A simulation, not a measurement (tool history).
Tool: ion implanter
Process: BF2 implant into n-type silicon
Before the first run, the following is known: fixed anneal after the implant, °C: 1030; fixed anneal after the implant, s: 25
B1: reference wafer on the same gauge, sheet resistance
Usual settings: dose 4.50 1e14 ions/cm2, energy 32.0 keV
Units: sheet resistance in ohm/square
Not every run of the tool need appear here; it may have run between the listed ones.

run 1 day=0.000 | dose=3.52 energy=32.0 | B1=210.02 | sheet_resistance=316.45
run 2 day=2.154 | dose=4.50 energy=32.0 | B1=209.99 | sheet_resistance=256.34
run 3 day=3.954 | dose=4.50 energy=32.0 | B1=209.99 | sheet_resistance=256.52
run 4 day=5.458 | dose=4.50 energy=32.0 | B1=210.03 | sheet_resistance=256.26
run 5 day=7.083 | dose=4.50 energy=32.0 | B1=209.95 | sheet_resistance=255.76
run 6 day=9.954 | dose=4.50 energy=32.0 | B1=209.98 | sheet_resistance=255.88
run 7 day=12.579 | dose=4.50 energy=32.0 | B1=209.90 | sheet_resistance=255.58
run 8 day=15.412 | dose=4.50 energy=32.0 | B1=209.99 | sheet_resistance=255.20
run 9 day=16.642 | dose=4.50 energy=32.0 | B1=209.98 | sheet_resistance=255.74
run 10 day=19.183 | dose=5.40 energy=26.0 | B1=209.99 | sheet_resistance=224.62
run 11 day=21.979 | dose=4.50 energy=37.0 | B1=209.97 | sheet_resistance=252.18
run 12 day=23.133 | dose=4.50 energy=32.0 | B1=210.00 | sheet_resistance=255.76
run 13 day=25.208 | dose=4.50 energy=32.0 | B1=210.01 | sheet_resistance=255.64
run 14 day=26.925 | dose=4.50 energy=32.0 | B1=209.97 | sheet_resistance=255.39
run 15 day=29.146 | dose=4.50 energy=32.0 | B1=210.04 | sheet_resistance=255.85
run 16 day=30.979 | dose=4.50 energy=32.0 | B1=209.91 | sheet_resistance=255.13
run 17 day=33.950 | dose=4.50 energy=32.0 | B1=210.01 | sheet_resistance=257.77
run 18 day=36.288 | dose=3.86 energy=32.0 | B1=209.93 | sheet_resistance=293.46
run 19 day=39.188 | dose=4.50 energy=32.0 | B1=210.05 | sheet_resistance=257.98
run 20 day=41.521 | dose=3.86 energy=32.0 | B1=210.04 | sheet_resistance=292.67
run 21 day=43.017 | dose=4.50 energy=32.0 | B1=209.98 | sheet_resistance=256.65
run 22 day=44.429 | dose=3.85 energy=42.5 | B1=209.94 | sheet_resistance=287.07
run 23 day=46.100 | dose=4.50 energy=21.5 | B1=210.01 | sheet_resistance=268.64
run 24 day=48.183 | dose=4.50 energy=25.5 | B1=209.99 | sheet_resistance=263.14
run 25 day=50.454 | dose=4.50 energy=32.0 | B1=209.97 | sheet_resistance=257.47
run 26 day=53.442 | dose=4.50 energy=32.0 | B1=210.04 | sheet_resistance=257.42
run 27 day=55.633 | dose=5.28 energy=36.0 | B1=210.10 | sheet_resistance=222.15
run 28 day=57.442 | dose=3.15 energy=37.5 | B1=209.94 | sheet_resistance=342.47
run 29 day=59.092 | dose=5.22 energy=32.0 | B1=210.10 | sheet_resistance=226.62
run 30 day=61.679 | dose=4.50 energy=32.0 | B1=209.97 | sheet_resistance=255.98
run 31 day=65.158 | dose=5.14 energy=25.5 | B1=209.95 | sheet_resistance=234.99
run 32 day=67.438 | dose=5.04 energy=27.0 | B1=210.08 | sheet_resistance=237.11
run 33 day=68.908 | dose=4.50 energy=32.0 | B1=210.06 | sheet_resistance=256.60
run 34 day=71.217 | dose=4.50 energy=32.0 | B1=210.01 | sheet_resistance=255.81
run 35 day=73.433 | dose=4.91 energy=22.5 | B1=210.07 | sheet_resistance=247.59
run 36 day=74.588 | dose=4.02 energy=23.0 | B1=210.00 | sheet_resistance=291.15
run 37 day=77.092 | dose=5.56 energy=37.5 | B1=210.02 | sheet_resistance=211.69

The log once held 3 entries between its listed runs, left out of this copy. Where does each go, and what is different about the tool's unlogged condition between the listed run before it and the listed run after it?
In the gap between runs 16 and 17: Faraday cup replaced and dose calibrated (day 33.221)
  deviation of the true dose from the Faraday cup's reading, %: 1.03 -> -0.105
  measured value less the no-hidden-state value, sheet resistance: -2.22 -> +0.23 ohm/square
In the gap between runs 21 and 22: gauge calibrated (day 43.604); extraction supply calibrated (day 44.158)
  deviation of the true dose from the Faraday cup's reading, %: 0.0356 -> 0.0575
  measured value less the no-hidden-state value, sheet resistance: -0.08 -> -0.14 ohm/square
